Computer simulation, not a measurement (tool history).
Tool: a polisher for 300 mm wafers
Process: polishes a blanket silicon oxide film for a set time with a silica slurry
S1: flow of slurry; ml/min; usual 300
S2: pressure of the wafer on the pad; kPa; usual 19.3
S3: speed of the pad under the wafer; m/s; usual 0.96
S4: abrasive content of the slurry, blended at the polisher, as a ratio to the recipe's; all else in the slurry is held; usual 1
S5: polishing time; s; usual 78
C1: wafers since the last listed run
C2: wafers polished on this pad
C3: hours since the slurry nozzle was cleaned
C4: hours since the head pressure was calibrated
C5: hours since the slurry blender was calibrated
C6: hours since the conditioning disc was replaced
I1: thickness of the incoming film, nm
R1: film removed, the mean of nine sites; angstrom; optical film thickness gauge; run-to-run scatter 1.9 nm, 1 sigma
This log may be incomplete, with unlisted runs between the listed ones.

run     day   S1    S2    S3    S4   S5   C1    C2     C3     C4     C5     C6      I1    R1
  1       0  300  19.3  0.96     1   78    0   825  308.4  327.2  271.7  154.9  1822.7  1437
  2   0.783  300  19.3  0.96     1   78  254  1079  327.2    346  290.5  173.7  1849.1  1450
      2.846  -- slurry blender recalibrated
  3     3.8  300  19.3  0.96     1   85  951  2031  399.6  418.4   22.9  246.1  1831.5  1541
  4   4.546  300  19.3  0.96     1   78  242  2273  417.5  436.3   40.8    264  1825.3  1394
      4.879  -- worn pad replaced by a new one
  5   6.038  300  19.3  0.96     1   78  429   375  453.3  472.1   76.6  299.8  1820.2  1429
  6   7.125  300  19.3  0.96     1   78  352   728  479.4  498.2  102.7  325.9    1839  1420
  7   7.821  300  19.3  0.96     1   68  225   953  496.1  514.9  119.4  342.6  1823.6  1216
  8   8.483  300  19.3  0.96     1   68  214  1168    512  530.8  135.3  358.5  1837.2  1221
      9.167  -- conditioning disc replaced and pad reconditioned
  9   9.429  300  19.3  0.96   1.2   78  279  1448  534.7  553.5    158    6.3    1832  1584
 10  10.121  375  23.4  1.16     1   78  224  1673  551.3  570.1  174.6   22.9  1822.1  2045
 11  11.392  300  19.3  0.62     1   78  412  2085  581.8  600.6  205.1   53.4  1836.6  1003
     11.788  -- worn pad replaced by a new one
 12  14.067  300  17.2  0.96  1.15   78  813   740    646  664.8  269.3  117.6  1835.7  1396
     15.988  -- slurry blender recalibrated
     16.804  -- head pressure recalibrated
 13   16.85  260  23.4  0.96     1   78  849  1589  712.8    1.1   20.7  184.4  1801.5  1694
 14  17.412  300  19.3  0.96     1   96  182  1771  726.3   14.6   34.2  197.9  1819.3  1761
 15  18.896  380  19.3  0.96     1   61  481  2252  761.9   50.2   69.8  233.5  1811.6  1140
 16    19.9  375  21.4  1.12   1.3   78  325  2578    786   74.3   93.9  257.6  1789.3  2145
     20.375  -- worn pad replaced by a new one
     21.196  -- slurry nozzle cleaned
 17   21.35  300  19.3  0.96     1  102  402   302    3.7  109.1  128.7  292.4  1833.9  1880
 18    22.7  300  19.3  0.96     1   78  438   740   36.1  141.5  161.1  324.8  1831.7  1447
 19  24.121  300  19.3  0.96     1   78  461  1201   70.2  175.6  195.2  358.9  1801.4  1420
     24.683  -- conditioning disc replaced and pad reconditioned
 20  25.404  300  19.3  0.96     1   78  389  1590    101  206.4    226   17.3  1815.8  1436

Run 21, settings as shown, results not yet in. Your forecast:
 21  26.421  300  19.3  1.28   1  65  329  1920  125.4  230.8  250.4  41.7  1822.6   ?

R1: 1514 angstrom
Take away the tool's hidden state, keep the run-to-run variation as it was, and the same run would have given R1 1514 angstrom.
